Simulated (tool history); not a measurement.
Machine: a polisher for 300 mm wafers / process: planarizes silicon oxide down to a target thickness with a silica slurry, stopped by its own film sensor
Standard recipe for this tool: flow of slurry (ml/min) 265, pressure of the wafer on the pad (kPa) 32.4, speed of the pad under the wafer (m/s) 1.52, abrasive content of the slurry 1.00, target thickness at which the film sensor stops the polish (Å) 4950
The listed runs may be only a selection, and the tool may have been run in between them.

run,hour,flow of slurry (ml/min),pressure of the wafer on the pad (kPa),speed of the pad under the wafer (m/s),abrasive content of the slurry,target thickness at which the film sensor stops the polish (Å),wafers since the last listed run,wafers polished on this pad,hours since the slurry nozzle was cleaned,hours since the head pressure was calibrated,hours since the slurry blender was calibrated,hours since the conditioning disc was replaced,"incoming thickness of the incoming film, nm",time until the film sensor stopped the polish (s)
1,0.0,265,34.5,1.52,1.00,4950,0,151,129.5,1281.0,71.9,196.6,978.1,87.1
2,17.1,265,32.4,1.52,1.00,3590,159,310,146.6,1298.1,89.0,213.7,987.8,120.1
3,31.6,265,32.4,1.52,1.00,4950,135,446,161.1,1312.6,103.5,228.2,984.5,93.6
4,50.6,265,29.0,1.52,1.00,4950,177,623,180.1,1331.6,122.5,247.2,994.3,104.9
5,71.0,265,32.4,1.14,1.00,4950,190,814,200.5,1352.0,142.9,267.6,966.9,115.1
# hour 95.6: worn pad replaced by a new one
6,97.7,265,32.4,1.14,1.00,4950,212,19,227.2,1378.7,169.6,294.3,987.9,119.5
# hour 101.8: slurry nozzle cleaned
7,131.7,265,32.4,1.14,1.00,4950,308,327,29.9,1412.7,203.6,328.3,980.0,119.1
8,157.4,310,32.4,1.52,1.00,4950,240,568,55.6,1438.4,229.3,354.0,978.1,92.6
# hour 191.7: worn pad replaced by a new one
9,224.2,310,32.4,1.52,1.00,4950,586,304,122.4,1505.2,296.1,420.8,970.0,98.6
10,243.1,310,32.4,1.52,1.00,4950,176,480,141.3,1524.1,315.0,439.7,972.2,97.6
# hour 250.5: head pressure recalibrated
11,258.6,265,32.4,1.52,1.00,4950,126,606,156.8,8.1,330.5,455.2,970.7,100.6
# hour 293.2: worn pad replaced by a new one
# hour 293.8: slurry blender recalibrated
# hour 295.8: conditioning disc replaced and pad reconditioned
12,296.3,190,32.4,1.76,0.75,6520,290,4,194.5,45.8,2.5,0.5,988.5,116.2
13,327.0,265,32.4,1.52,1.00,4950,286,291,225.2,76.5,33.2,31.2,971.4,139.8
# hour 339.2: slurry nozzle cleaned
14,353.9,265,42.1,1.52,1.00,4950,242,533,14.7,103.4,60.1,58.1,989.9,124.0
# hour 371.7: slurry blender recalibrated, repeated, since the last time left the tool worse
15,378.9,335,23.4,1.52,1.00,3560,214,748,39.7,128.4,7.2,83.1,989.7,144.0
# hour 383.1: worn pad replaced by a new one
16,392.9,265,32.4,1.52,1.00,4950,93,91,53.7,142.4,21.2,97.1,979.3,90.0
17,417.9,265,32.4,1.90,1.00,4950,233,324,78.7,167.4,46.2,122.1,983.5,77.8

Run 18 is up next; what results do you expect?
18,441.4,175,41.4,1.72,1.00,5720,219,544,102.2,190.9,69.7,145.6,985.4,?

time until the film sensor stopped the polish (s): 63.1
Take away the tool's hidden state, keep the run-to-run variation as it was, and the same run would have given time until the film sensor stopped the polish (s) 62.0.
